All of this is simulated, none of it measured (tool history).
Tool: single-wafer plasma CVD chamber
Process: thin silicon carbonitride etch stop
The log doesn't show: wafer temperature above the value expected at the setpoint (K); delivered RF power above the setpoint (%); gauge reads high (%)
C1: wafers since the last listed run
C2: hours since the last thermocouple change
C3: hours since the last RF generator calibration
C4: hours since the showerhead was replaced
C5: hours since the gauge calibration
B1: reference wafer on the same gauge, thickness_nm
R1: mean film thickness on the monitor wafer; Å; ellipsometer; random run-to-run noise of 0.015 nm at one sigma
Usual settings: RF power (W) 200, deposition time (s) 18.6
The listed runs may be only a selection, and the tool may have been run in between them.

Run 1, hour 0: usual settings but RF power (W) 220; C1 0; C2 1320.6; C3 2030.3; C4 6361.8; C5 180.7; B1 10.442. Result: R1 100.09 Å.
Run 2, hour 14.1: usual settings but RF power (W) 220; C1 366; C2 1334.7; C3 2044.4; C4 6375.9; C5 194.8; B1 10.437. Result: R1 100.52 Å.
Run 3, hour 36.4: usual settings but RF power (W) 225, deposition time (s) 21.1; C1 579; C2 1357; C3 2066.7; C4 6398.2; C5 217.1; B1 10.439. Result: R1 114.36 Å.
Run 4, hour 63.6: usual settings; C1 706; C2 1384.2; C3 2093.9; C4 6425.4; C5 244.3; B1 10.439. Result: R1 97.98 Å.
Run 5, hour 99.4: usual settings; C1 929; C2 1420; C3 2129.7; C4 6461.2; C5 280.1; B1 10.438. Result: R1 97.53 Å.
Run 6, hour 125.5: usual settings; C1 677; C2 1446.1; C3 2155.8; C4 6487.3; C5 306.2; B1 10.435. Result: R1 97.96 Å.
Run 7, hour 148.5: usual settings; C1 597; C2 1469.1; C3 2178.8; C4 6510.3; C5 329.2; B1 10.436. Result: R1 97.83 Å.
Run 8, hour 174.4: usual settings; C1 672; C2 1495; C3 2204.7; C4 6536.2; C5 355.1; B1 10.441. Result: R1 97.85 Å.
Run 9, hour 193.2: usual settings; C1 488; C2 1513.8; C3 2223.5; C4 6555; C5 373.9; B1 10.439. Result: R1 98.19 Å.
Run 10, hour 213.9: usual settings; C1 537; C2 1534.5; C3 2244.2; C4 6575.7; C5 394.6; B1 10.44. Result: R1 97.7 Å.
Run 11, hour 232.4: usual settings; C1 480; C2 1553; C3 2262.7; C4 6594.2; C5 413.1; B1 10.432. Result: R1 97.7 Å.
Run 12, hour 261.5: usual settings; C1 755; C2 1582.1; C3 2291.8; C4 6623.3; C5 442.2; B1 10.445. Result: R1 97.87 Å.
Run 13, hour 291.7: usual settings; C1 784; C2 1612.3; C3 2322; C4 6653.5; C5 472.4; B1 10.439. Result: R1 97.97 Å.
Run 14, hour 324.3: usual settings; C1 846; C2 1644.9; C3 2354.6; C4 6686.1; C5 505; B1 10.44. Result: R1 97.81 Å.
At hour 354.3: thermocouple changed; heater temperature recalibrated.
Run 15, hour 354.8: usual settings; C1 584; C2 0.5; C3 2385.1; C4 6716.6; C5 535.5; B1 10.439. Result: R1 97.57 Å.
Run 16, hour 366.6: usual settings; C1 306; C2 12.3; C3 2396.9; C4 6728.4; C5 547.3; B1 10.443. Result: R1 97.45 Å.
Run 17, hour 383: usual settings but deposition time (s) 17; C1 425; C2 28.7; C3 2413.3; C4 6744.8; C5 563.7; B1 10.44. Result: R1 89.02 Å.
At hour 394.6: gauge calibrated.
Run 18, hour 415.6: usual settings but RF power (W) 225, deposition time (s) 16.3; C1 846; C2 61.3; C3 2445.9; C4 6777.4; C5 21; B1 10.448. Result: R1 87.92 Å.
At hour 431.2: RF generator calibrated.
Run 19, hour 431.7: usual settings but RF power (W) 210; C1 210; C2 77.4; C3 0.5; C4 6793.5; C5 37.1; B1 10.436. Result: R1 100.73 Å.
Run 20, hour 444.4: usual settings but RF power (W) 160, deposition time (s) 15.3; C1 329; C2 90.1; C3 13.2; C4 6806.2; C5 49.8; B1 10.439. Result: R1 77.72 Å.
Run 21, hour 476.2: usual settings; C1 825; C2 121.9; C3 45; C4 6838; C5 81.6; B1 10.44. Result: R1 99.58 Å.
Run 22, hour 498.3: usual settings; C1 573; C2 144; C3 67.1; C4 6860.1; C5 103.7; B1 10.443. Result: R1 99.49 Å.
Run 23, hour 530.6: usual settings but deposition time (s) 15.2; C1 838; C2 176.3; C3 99.4; C4 6892.4; C5 136; B1 10.433. Result: R1 81.28 Å.
Run 24, hour 554.7: usual settings but RF power (W) 190, deposition time (s) 15.5; C1 625; C2 200.4; C3 123.5; C4 6916.5; C5 160.1; B1 10.439. Result: R1 82.13 Å.
Run 25, hour 573.9: usual settings but deposition time (s) 20.8; C1 498; C2 219.6; C3 142.7; C4 6935.7; C5 179.3; B1 10.439. Result: R1 111.33 Å.
Run 26, hour 596.9: usual settings; C1 597; C2 242.6; C3 165.7; C4 6958.7; C5 202.3; B1 10.441. Result: R1 99.59 Å.
Run 27, hour 610.4: usual settings; C1 350; C2 256.1; C3 179.2; C4 6972.2; C5 215.8; B1 10.44. Result: R1 99.76 Å.
Run 28, hour 626.3: usual settings but RF power (W) 230, deposition time (s) 16.8; C1 412; C2 272; C3 195.1; C4 6988.1; C5 231.7; B1 10.441. Result: R1 93.02 Å.
At hour 640: showerhead replaced.
Run 29, hour 660.7: usual settings but deposition time (s) 20.7; C1 685; C2 306.4; C3 229.5; C4 20.7; C5 266.1; B1 10.443. Result: R1 110.66 Å.
Run 30, hour 688.5: usual settings but RF power (W) 180; C1 721; C2 334.2; C3 257.3; C4 48.5; C5 293.9; B1 10.434. Result: R1 96.87 Å.
Run 31, hour 724.3: usual settings but RF power (W) 220, deposition time (s) 21.6; C1 929; C2 370; C3 293.1; C4 84.3; C5 329.7; B1 10.443. Result: R1 118.31 Å.
Run 32, hour 751.9: usual settings but RF power (W) 215, deposition time (s) 19.9; C1 716; C2 397.6; C3 320.7; C4 111.9; C5 357.3; B1 10.445. Result: R1 108.51 Å.
Run 33, hour 768.7: usual settings but RF power (W) 235; C1 436; C2 414.4; C3 337.5; C4 128.7; C5 374.1; B1 10.441. Result: R1 103.59 Å.
Run 34, hour 782.4: usual settings but RF power (W) 215, deposition time (s) 21.3; C1 355; C2 428.1; C3 351.2; C4 142.4; C5 387.8; B1 10.437. Result: R1 115.82 Å.
Run 35, hour 795.2: usual settings but RF power (W) 220, deposition time (s) 16.4; C1 332; C2 440.9; C3 364; C4 155.2; C5 400.6; B1 10.443. Result: R1 89.72 Å.
Run 36, hour 818.8: usual settings but RF power (W) 170, deposition time (s) 21.6; C1 612; C2 464.5; C3 387.6; C4 178.8; C5 424.2; B1 10.434. Result: R1 110.55 Å.

4 ways to go on from here, each from the tool as it stands after run 36. What would each give?
Run A, hour 819.2: usual settings; C1 10; C2 464.9; C3 388; C4 179.2; C5 424.6; B1 ?. Result: R1 ?.
Run B, hour 819.2: usual settings but deposition time (s) 15.3; C1 10; C2 464.9; C3 388; C4 179.2; C5 424.6; B1 ?. Result: R1 ?.
Run C, hour 819.2: usual settings but RF power (W) 165; C1 10; C2 464.9; C3 388; C4 179.2; C5 424.6; B1 ?. Result: R1 ?.
Run D, hour 819.2: usual settings but RF power (W) 180, deposition time (s) 20.7; C1 10; C2 464.9; C3 388; C4 179.2; C5 424.6; B1 ?. Result: R1 ?.

run      B1      R1
  A  10.438   99.21
  B  10.438   81.61
  C  10.438   94.59
  D  10.438  107.54
Stripped of hidden state, with their random variation kept, the same runs would have yielded:
run      R1
  A   99.74
  B   82.04
  C    95.1
  D  108.12
